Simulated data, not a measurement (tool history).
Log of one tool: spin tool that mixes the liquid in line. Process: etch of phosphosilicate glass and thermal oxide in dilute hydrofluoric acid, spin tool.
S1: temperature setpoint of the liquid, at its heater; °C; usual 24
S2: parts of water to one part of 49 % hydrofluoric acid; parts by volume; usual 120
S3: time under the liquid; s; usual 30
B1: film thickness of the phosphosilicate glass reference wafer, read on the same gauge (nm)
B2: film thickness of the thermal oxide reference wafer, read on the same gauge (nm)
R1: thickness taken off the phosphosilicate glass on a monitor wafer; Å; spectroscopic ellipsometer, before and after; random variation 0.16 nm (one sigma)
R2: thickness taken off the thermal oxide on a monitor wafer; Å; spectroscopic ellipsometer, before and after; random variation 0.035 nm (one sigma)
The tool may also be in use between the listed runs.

| run | hour | S1 | S2 | S3 | B1 | B2 | R1 | R2 |
|---|---|---|---|---|---|---|---|---|
| 1 | 0 | 24 | 120 | 30 | 110.03 | 119.93 | 267.6 | 11.21 |
| 2 | 100.7 | 24 | 120 | 30 | 110 | 119.93 | 264.9 | 11.32 |
| 3 | 187 | 24 | 120 | 30 | 110 | 120.018 | 263.4 | 11.5 |
| 4 | 280.7 | 24 | 120 | 30 | 110 | 120.024 | 263.3 | 11.53 |
| 5 | 347.3 | 24 | 140 | 45 | 110.03 | 119.979 | 332.7 | 14.29 |
| 6 | 395.6 | 24 | 160 | 50 | 109.99 | 120.018 | 315.9 | 13.52 |
|  | 418.3 | hydrofluoric acid flow meter replaced |
| 7 | 469.4 | 28.5 | 160 | 25 | 110.02 | 119.994 | 184.1 | 8.28 |
| 8 | 525.7 | 24 | 70 | 30 | 110 | 119.989 | 483.4 | 22 |
| 9 | 607.7 | 24 | 120 | 30 | 110.04 | 120.029 | 265.7 | 11.06 |
| 10 | 691.7 | 24 | 120 | 30 | 110.01 | 120.006 | 261 | 11.74 |
| 11 | 791.4 | 24 | 75 | 50 | 110 | 119.991 | 749.1 | 32.32 |
| 12 | 869.2 | 24 | 60 | 35 | 110 | 120.011 | 662.9 | 28.43 |
| 13 | 924.2 | 21.5 | 85 | 45 | 110.01 | 119.997 | 525.4 | 22.93 |
| 14 | 992.7 | 24 | 120 | 30 | 110.01 | 119.995 | 262 | 11.31 |
| 15 | 1047.7 | 28 | 165 | 40 | 110.04 | 119.975 | 277.8 | 11.82 |
| 16 | 1123.1 | 24 | 150 | 30 | 110.01 | 119.996 | 203.1 | 8.74 |
| 17 | 1219.7 | 24 | 95 | 30 | 110.01 | 120.013 | 340 | 14.59 |
| 18 | 1269.6 | 24 | 75 | 50 | 109.97 | 119.986 | 736.5 | 31.72 |
| 19 | 1349.7 | 24 | 155 | 40 | 110 | 119.993 | 259.3 | 11.14 |
| 20 | 1410.3 | 25.5 | 120 | 45 | 110.01 | 119.982 | 416 | 17.78 |
| 21 | 1473.5 | 26.5 | 120 | 20 | 110.01 | 119.967 | 190.6 | 8.19 |
| 22 | 1515.2 | 24 | 95 | 15 | 109.97 | 120.001 | 169.4 | 6.92 |
| 23 | 1593.9 | 26.5 | 70 | 40 | 110.05 | 120.022 | 702.6 | 30.66 |
| 24 | 1653.8 | 24 | 120 | 30 | 109.96 | 120.031 | 260 | 11.28 |
| 25 | 1742.7 | 19 | 80 | 50 | 109.97 | 119.994 | 553.9 | 23.23 |
| 26 | 1823.2 | 24 | 120 | 30 | 110.01 | 119.967 | 261.1 | 10.32 |
| 27 | 2002.8 | 24 | 160 | 20 | 110.01 | 119.964 | 124.6 | 5.28 |

Forecast each of these 3 alternatives for the next run:
| A | 2003.2 | 19.5 | 120 | 30 | ? | ? | ? | ? |
| B | 2003.2 | 21.5 | 120 | 45 | ? | ? | ? | ? |
| C | 2003.2 | 27 | 120 | 30 | ? | ? | ? | ? |

| run | B1 | B2 | R1 | R2 |
|---|---|---|---|---|
| A | 109.95 | 119.96 | 212.8 | 9.51 |
| B | 109.95 | 119.96 | 346.3 | 15.47 |
| C | 109.95 | 119.96 | 286.7 | 12.81 |
Without the tool's hidden state the same runs would have given:
| run | R1 | R2 |
|---|---|---|
| A | 222.9 | 9.96 |
| B | 362.4 | 16.19 |
| C | 299.3 | 13.37 |
